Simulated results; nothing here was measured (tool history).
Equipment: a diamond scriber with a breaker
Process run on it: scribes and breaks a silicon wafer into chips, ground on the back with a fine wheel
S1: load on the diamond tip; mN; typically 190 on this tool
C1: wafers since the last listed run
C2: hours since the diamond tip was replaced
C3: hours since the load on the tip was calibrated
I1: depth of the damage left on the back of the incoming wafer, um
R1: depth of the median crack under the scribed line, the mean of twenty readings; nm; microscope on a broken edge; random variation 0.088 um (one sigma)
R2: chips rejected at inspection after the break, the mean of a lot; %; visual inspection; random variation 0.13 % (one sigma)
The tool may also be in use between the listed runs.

run 1 hour=0 | S1=190 | C1=0 C2=221.4 C3=758.8 | I1=2.2 | R1=8040 R2=3.8
run 2 hour=47.7 | S1=145 | C1=107 C2=269.1 C3=806.5 | I1=2.55 | R1=6450 R2=14.91
run 3 hour=109 | S1=145 | C1=138 C2=330.4 C3=867.8 | I1=2.45 | R1=6400 R2=13.46
run 4 hour=180.8 | S1=162 | C1=162 C2=402.2 C3=939.6 | I1=1.92 | R1=7030 R2=6.05
run 5 hour=247.2 | S1=190 | C1=150 C2=468.6 C3=1006 | I1=1.97 | R1=7990 R2=2.89
-- hour=296 diamond tip replaced by a new one
run 6 hour=317.6 | S1=190 | C1=154 C2=21.6 C3=1076.4 | I1=2.01 | R1=8400 R2=3.01
run 7 hour=386.8 | S1=190 | C1=156 C2=90.8 C3=1145.6 | I1=1.96 | R1=8320 R2=2.86
run 8 hour=434.1 | S1=190 | C1=107 C2=138.1 C3=1192.9 | I1=1.52 | R1=8570 R2=2.46
run 9 hour=494.1 | S1=190 | C1=135 C2=198.1 C3=1252.9 | I1=1.93 | R1=8700 R2=2.85
run 10 hour=533.1 | S1=165 | C1=88 C2=237.1 C3=1291.9 | I1=2.26 | R1=7700 R2=4.61
run 11 hour=574.1 | S1=215 | C1=92 C2=278.1 C3=1332.9 | I1=1.82 | R1=9340 R2=4.71
-- hour=598.5 load on the tip recalibrated
run 12 hour=608.1 | S1=164 | C1=72 C2=312.1 C3=9.6 | I1=1.72 | R1=7230 R2=4.55
run 13 hour=633 | S1=150 | C1=56 C2=337 C3=34.5 | I1=2.68 | R1=6810 R2=11.68
run 14 hour=666.9 | S1=168 | C1=76 C2=370.9 C3=68.4 | I1=2.28 | R1=7330 R2=5.89
run 15 hour=710.3 | S1=228 | C1=98 C2=414.3 C3=111.8 | I1=2.05 | R1=9260 R2=4.77
-- hour=750.4 diamond tip replaced by a new one
run 16 hour=750.9 | S1=190 | C1=87 C2=0.5 C3=152.4 | I1=1.94 | R1=8200 R2=2.87
run 17 hour=817 | S1=227 | C1=149 C2=66.6 C3=218.5 | I1=2.77 | R1=9360 R2=6.45
run 18 hour=851.3 | S1=190 | C1=77 C2=100.9 C3=252.8 | I1=2.07 | R1=8240 R2=3.09
run 19 hour=887.6 | S1=149 | C1=82 C2=137.2 C3=289.1 | I1=1.67 | R1=6880 R2=7.17

Here are 3 independent what-if runs from the current tool condition. What would each one return?
run A hour=888.3 | S1=190 | C1=1 C2=137.9 C3=289.8 | I1=2.26 | R1=? R2=?
run B hour=888.3 | S1=229 | C1=1 C2=137.9 C3=289.8 | I1=2.26 | R1=? R2=?
run C hour=888.3 | S1=245 | C1=1 C2=137.9 C3=289.8 | I1=2.26 | R1=? R2=?

run=A R1=8300 R2=3.64
run=B R1=9560 R2=6.03
run=C R1=10050 R2=8.15
With no hidden state in the tool, these same runs would have given:
run=A R1=8210 R2=3.68
run=B R1=9450 R2=5.65
run=C R1=9940 R2=7.64
